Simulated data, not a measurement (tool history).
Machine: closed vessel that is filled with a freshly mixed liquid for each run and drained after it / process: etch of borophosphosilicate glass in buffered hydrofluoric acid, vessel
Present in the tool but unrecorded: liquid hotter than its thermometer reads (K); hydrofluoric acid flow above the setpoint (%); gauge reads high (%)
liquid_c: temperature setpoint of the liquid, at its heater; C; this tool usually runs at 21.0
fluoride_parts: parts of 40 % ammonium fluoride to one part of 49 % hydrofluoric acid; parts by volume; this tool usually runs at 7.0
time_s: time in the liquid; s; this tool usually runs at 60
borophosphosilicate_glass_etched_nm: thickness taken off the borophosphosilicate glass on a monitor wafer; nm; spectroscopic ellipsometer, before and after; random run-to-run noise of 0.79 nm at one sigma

run    hour  liquid_c  fluoride_parts  time_s  wafers since the last listed run  hours since the thermometer was replaced  hours since the hydrofluoric acid flow meter was replaced  hours since the gauge calibration  read-back film thickness of the borophosphosilicate glass reference wafer, read on the same gauge (nm)  borophosphosilicate_glass_etched_nm
  1     0.0      21.0             7.0      60                                 0                                    1658.9                                                      614.7                             1817.0                                                                                                  129.99                               115.02
  2    65.4      21.0             7.0      60                              5229                                    1724.3                                                      680.1                             1882.4                                                                                                  129.99                               116.82
  3   153.0      21.0             7.0      60                              7004                                    1811.9                                                      767.7                             1970.0                                                                                                  130.01                               117.57
  4   192.4      21.0             7.0      60                              3150                                    1851.3                                                      807.1                             2009.4                                                                                                  129.98                               118.64
  5   275.7      21.0             7.0      60                              6660                                    1934.6                                                      890.4                             2092.7                                                                                                  130.00                               119.64
  6   311.8      21.0             7.0      60                              2886                                    1970.7                                                      926.5                             2128.8                                                                                                  130.02                               118.65
  7   355.6      21.0             7.0      40                              3502                                    2014.5                                                      970.3                             2172.6                                                                                                  130.00                                80.87
      373.6  -- thermometer replaced
  8   425.9      21.0             7.0      60                              5541                                      52.3                                                     1040.6                             2242.9                                                                                                  130.00                               111.79
  9   518.0      21.0             7.0      60                              7364                                     144.4                                                     1132.7                             2335.0                                                                                                  130.02                               114.42
      529.6  -- gauge calibrated
 10   606.4      18.0             7.0      60                              7068                                     232.8                                                     1221.1                               76.8                                                                                                  130.02                                97.00
 11   701.3      18.0             7.0      60                              7588                                     327.7                                                     1316.0                              171.7                                                                                                  130.01                                97.95
 12   808.5      21.0             7.0      60                              8571                                     434.9                                                     1423.2                              278.9                                                                                                  130.02                               116.65
 13   852.2      21.0             7.0      60                              3494                                     478.6                                                     1466.9                              322.6                                                                                                  129.99                               115.79
 14   899.2      19.0             9.5      40                              3758                                     525.6                                                     1513.9                              369.6                                                                                                  129.97                                50.25
 15   936.1      21.0             7.0      40                              2950                                     562.5                                                     1550.8                              406.5                                                                                                  130.00                                77.70
      961.3  -- hydrofluoric acid flow meter replaced
 16  1016.6      19.0             7.0      85                              6356                                     643.0                                                       55.3                              487.0                                                                                                  130.01                               138.12
 17  1072.4      21.0             7.0      70                              4461                                     698.8                                                      111.1                              542.8                                                                                                  130.00                               128.50
 18  1166.6      21.0             7.0      30                              7532                                     793.0                                                      205.3                              637.0                                                                                                  130.01                                55.90
 19  1342.7      21.0             7.0      60                             14081                                     969.1                                                      381.4                              813.1                                                                                                  130.01                               112.82
 20  1415.0      21.0             7.0      60                              5781                                    1041.4                                                      453.7                              885.4                                                                                                  129.99                               114.06
 21  1455.9      19.0             5.5      60                              3270                                    1082.3                                                      494.6                              926.3                                                                                                  129.99                               126.15
 22  1518.0      21.0             7.0      60                              4965                                    1144.4                                                      556.7                              988.4                                                                                                  129.99                               114.58
 23  1614.1      21.0             5.0      90                              7684                                    1240.5                                                      652.8                             1084.5                                                                                                  129.98                               230.16
 24  1700.1      21.0             5.0      60                              6876                                    1326.5                                                      738.8                             1170.5                                                                                                  130.00                               155.06
 25  1807.1      21.0             7.0      80                              8555                                    1433.5                                                      845.8                             1277.5                                                                                                  129.99                               155.03
 26  1862.8      18.5             5.0      30                              4453                                    1489.2                                                      901.5                             1333.2                                                                                                  130.00                                68.51
 27  1922.3      17.0             7.0      80                              4757                                    1548.7                                                      961.0                             1392.7                                                                                                  129.99                               125.65
 28  1977.2      17.0             7.0      60                              4389                                    1603.6                                                     1015.9                             1447.6                                                                                                  129.98                                94.95
 29  2075.5      21.0             5.0      30                              7860                                    1701.9                                                     1114.2                             1545.9                                                                                                  130.01                                80.03
 30  2151.1      25.5             5.5      30                              6045                                    1777.5                                                     1189.8                             1621.5                                                                                                  129.99                                92.83
 31  2338.8      21.0             7.0      85                             15008                                    1965.2                                                     1377.5                             1809.2                                                                                                  129.99                               172.28
 32  2425.7      18.5             6.0      60                              6948                                    2052.1                                                     1464.4                             1896.1                                                                                                  130.01                               123.50

Hidden condition of the tool, last listed run before each entry between runs versus first listed run after:
From run 7 to run 8: thermometer replaced (hour 373.6)
  liquid hotter than its thermometer reads (K): 1.28 -> 0.0828; hydrofluoric acid flow above the setpoint (%): 5.67 -> 6
  the result without the hidden state subtracted from the measured one, borophosphosilicate_glass_etched_nm: +9.05 -> +6.08 nm
From run 9 to run 10: gauge calibrated (hour 529.6)
  liquid hotter than its thermometer reads (K): 0.14 -> 0.194; hydrofluoric acid flow above the setpoint (%): 6.43 -> 6.84
  the result without the hidden state subtracted from the measured one, borophosphosilicate_glass_etched_nm: +6.97 -> +6.49 nm
From run 15 to run 16: hydrofluoric acid flow meter replaced (hour 961.3)
  liquid hotter than its thermometer reads (K): 0.398 -> 0.447; hydrofluoric acid flow above the setpoint (%): 8.38 -> 0.818
  the result without the hidden state subtracted from the measured one, borophosphosilicate_glass_etched_nm: +6.91 -> +4.37 nm
